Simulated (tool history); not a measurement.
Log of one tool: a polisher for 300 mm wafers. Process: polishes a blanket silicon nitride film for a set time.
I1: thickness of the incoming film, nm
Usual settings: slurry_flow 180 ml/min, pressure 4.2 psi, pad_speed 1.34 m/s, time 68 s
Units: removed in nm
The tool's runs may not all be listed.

{"run": 1, "day": 0.0, "slurry_flow": 180, "pressure": 4.2, "pad_speed": 1.68, "time": 68, "I1": 941.3, "removed": 252.8}
{"run": 2, "day": 1.879, "slurry_flow": 180, "pressure": 4.2, "pad_speed": 1.68, "time": 68, "I1": 952.1, "removed": 247.0}
{"day": 4.146, "done": "worn pad replaced by a new one"}
{"run": 3, "day": 4.733, "slurry_flow": 180, "pressure": 4.2, "pad_speed": 1.68, "time": 68, "I1": 957.8, "removed": 269.1}
{"run": 4, "day": 6.45, "slurry_flow": 180, "pressure": 4.2, "pad_speed": 1.34, "time": 68, "I1": 947.1, "removed": 227.5}
{"run": 5, "day": 8.017, "slurry_flow": 180, "pressure": 4.2, "pad_speed": 1.34, "time": 68, "I1": 953.2, "removed": 226.3}
{"run": 6, "day": 10.217, "slurry_flow": 140, "pressure": 4.2, "pad_speed": 1.34, "time": 68, "I1": 937.7, "removed": 202.5}
{"day": 12.017, "done": "worn pad replaced by a new one"}
{"run": 7, "day": 12.288, "slurry_flow": 140, "pressure": 4.2, "pad_speed": 1.34, "time": 68, "I1": 952.3, "removed": 225.7}
{"run": 8, "day": 15.142, "slurry_flow": 180, "pressure": 4.2, "pad_speed": 1.34, "time": 68, "I1": 955.4, "removed": 229.4}
{"run": 9, "day": 17.071, "slurry_flow": 180, "pressure": 4.2, "pad_speed": 1.34, "time": 68, "I1": 962.0, "removed": 222.6}
{"day": 18.562, "done": "worn pad replaced by a new one"}
{"run": 10, "day": 18.725, "slurry_flow": 180, "pressure": 4.2, "pad_speed": 1.34, "time": 68, "I1": 945.3, "removed": 237.5}
{"run": 11, "day": 19.758, "slurry_flow": 180, "pressure": 4.2, "pad_speed": 1.34, "time": 68, "I1": 939.0, "removed": 238.3}
{"day": 20.438, "done": "head pressure recalibrated"}
{"run": 12, "day": 21.571, "slurry_flow": 180, "pressure": 4.2, "pad_speed": 1.76, "time": 68, "I1": 940.4, "removed": 243.6}
{"run": 13, "day": 24.429, "slurry_flow": 180, "pressure": 4.2, "pad_speed": 1.76, "time": 56, "I1": 955.7, "removed": 187.7}
{"day": 24.558, "done": "slurry nozzle cleaned"}
{"day": 25.083, "done": "worn pad replaced by a new one"}
{"run": 14, "day": 27.229, "slurry_flow": 205, "pressure": 4.2, "pad_speed": 1.34, "time": 48, "I1": 938.1, "removed": 148.0}
{"run": 15, "day": 28.229, "slurry_flow": 210, "pressure": 4.2, "pad_speed": 1.34, "time": 83, "I1": 958.4, "removed": 258.8}
{"run": 16, "day": 30.417, "slurry_flow": 180, "pressure": 4.8, "pad_speed": 1.34, "time": 48, "I1": 946.6, "removed": 158.4}
{"run": 17, "day": 32.254, "slurry_flow": 180, "pressure": 4.2, "pad_speed": 1.34, "time": 68, "I1": 956.6, "removed": 182.4}
{"day": 32.758, "done": "worn pad replaced by a new one"}
{"run": 18, "day": 34.779, "slurry_flow": 200, "pressure": 3.4, "pad_speed": 1.06, "time": 68, "I1": 947.8, "removed": 149.6}
{"run": 19, "day": 36.792, "slurry_flow": 205, "pressure": 4.7, "pad_speed": 1.02, "time": 44, "I1": 932.8, "removed": 127.4}

5 ways to go on from here, each from the tool as it stands after run 19. What would each give?
{"run": "A", "day": 36.808, "slurry_flow": 180, "pressure": 4.2, "pad_speed": 1.34, "time": 68, "I1": 961.4, "removed": "?"}
{"run": "B", "day": 36.808, "slurry_flow": 180, "pressure": 4.2, "pad_speed": 1.34, "time": 56, "I1": 961.4, "removed": "?"}
{"run": "C", "day": 36.808, "slurry_flow": 180, "pressure": 5.1, "pad_speed": 1.34, "time": 90, "I1": 961.4, "removed": "?"}
{"run": "D", "day": 36.808, "slurry_flow": 180, "pressure": 3.4, "pad_speed": 1.76, "time": 68, "I1": 961.4, "removed": "?"}
{"run": "E", "day": 36.808, "slurry_flow": 205, "pressure": 5.1, "pad_speed": 1.48, "time": 68, "I1": 961.4, "removed": "?"}

run=A removed=203.3
run=B removed=167.4
run=C removed=326.7
run=D removed=198.3
run=E removed=269.1
Without the tool's hidden state the same runs would have given:
run=A removed=213.1
run=B removed=175.5
run=C removed=342.5
run=D removed=207.9
run=E removed=282.1

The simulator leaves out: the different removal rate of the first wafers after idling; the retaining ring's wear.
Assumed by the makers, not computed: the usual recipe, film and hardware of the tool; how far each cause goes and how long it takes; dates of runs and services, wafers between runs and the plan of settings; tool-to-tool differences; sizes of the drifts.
